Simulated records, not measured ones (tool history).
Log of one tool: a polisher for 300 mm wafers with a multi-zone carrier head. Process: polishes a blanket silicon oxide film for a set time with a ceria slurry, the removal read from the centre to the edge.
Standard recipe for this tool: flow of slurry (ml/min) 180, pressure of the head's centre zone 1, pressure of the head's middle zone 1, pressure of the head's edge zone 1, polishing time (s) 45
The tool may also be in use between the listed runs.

| run | hour | flow of slurry (ml/min) | pressure of the head's centre zone | pressure of the head's middle zone | pressure of the head's edge zone | polishing time (s) | incoming thickness of the incoming film, nm | film removed at the wafer's centre (angstrom) | film removed at mid-radius (angstrom) | film removed at the wafer's edge (angstrom) |
|---|---|---|---|---|---|---|---|---|---|---|
| 1 | 0 | 180 | 1 | 1 | 1 | 45 | 1661.5 | 2281 | 2311 | 2271 |
| 2 | 100.4 | 180 | 1 | 1 | 1 | 45 | 1678.3 | 2223 | 2216 | 2255 |
|  | 143.2 | worn pad replaced by a new one |
| 3 | 206.7 | 230 | 1 | 1 | 1 | 45 | 1664 | 2309 | 2281 | 2300 |
| 4 | 253.5 | 225 | 1 | 1 | 1 | 45 | 1678.3 | 2285 | 2322 | 2304 |
|  | 313.6 | slurry nozzle cleaned |
| 5 | 324.2 | 180 | 1 | 1 | 0.94 | 45 | 1653.1 | 2385 | 2399 | 2276 |
| 6 | 369.1 | 180 | 1 | 1 | 0.94 | 45 | 1665.2 | 2337 | 2398 | 2234 |
| 7 | 448.9 | 180 | 1 | 1 | 0.94 | 45 | 1673.2 | 2262 | 2308 | 2187 |
|  | 484.1 | worn pad replaced by a new one |
| 8 | 551.7 | 155 | 1 | 1.09 | 1 | 45 | 1703.4 | 2148 | 2255 | 2217 |
| 9 | 632.1 | 155 | 1 | 1.09 | 1 | 45 | 1684.2 | 2140 | 2250 | 2168 |
|  | 663.4 | edge zone pressure recalibrated |
|  | 674.9 | centre zone pressure recalibrated |
| 10 | 718 | 155 | 1 | 1.09 | 1 | 45 | 1665.5 | 2096 | 2266 | 2199 |
|  | 756.7 | slurry nozzle cleaned |
|  | 791.7 | worn pad replaced by a new one |
| 11 | 792.2 | 180 | 0.94 | 0.91 | 1 | 45 | 1667 | 2198 | 2245 | 2331 |
|  | 838.5 | carrier head's membrane replaced by a new one |
| 12 | 854.6 | 180 | 1.09 | 1.1 | 1 | 45 | 1671.1 | 2548 | 2507 | 2303 |
| 13 | 906.4 | 225 | 1 | 1 | 1 | 45 | 1695.9 | 2398 | 2415 | 2372 |
| 14 | 1038.2 | 180 | 1 | 1 | 1 | 45 | 1651.8 | 2224 | 2250 | 2211 |
|  | 1110.5 | worn pad replaced by a new one |
| 15 | 1114.7 | 180 | 1 | 1.06 | 1 | 45 | 1681.5 | 2207 | 2307 | 2229 |

Run 16 has not been measured yet. What should we expect?
| 16 | 1202.7 | 180 | 0.95 | 1 | 1.1 | 41 | 1665.2 | ? | ? | ? |

film removed at the wafer's centre (angstrom): 1881
film removed at mid-radius (angstrom): 2035
film removed at the wafer's edge (angstrom): 2176
With no hidden state in the tool, this same run would have given film removed at the wafer's centre (angstrom) 2063, film removed at mid-radius (angstrom) 2207, film removed at the wafer's edge (angstrom) 2306.
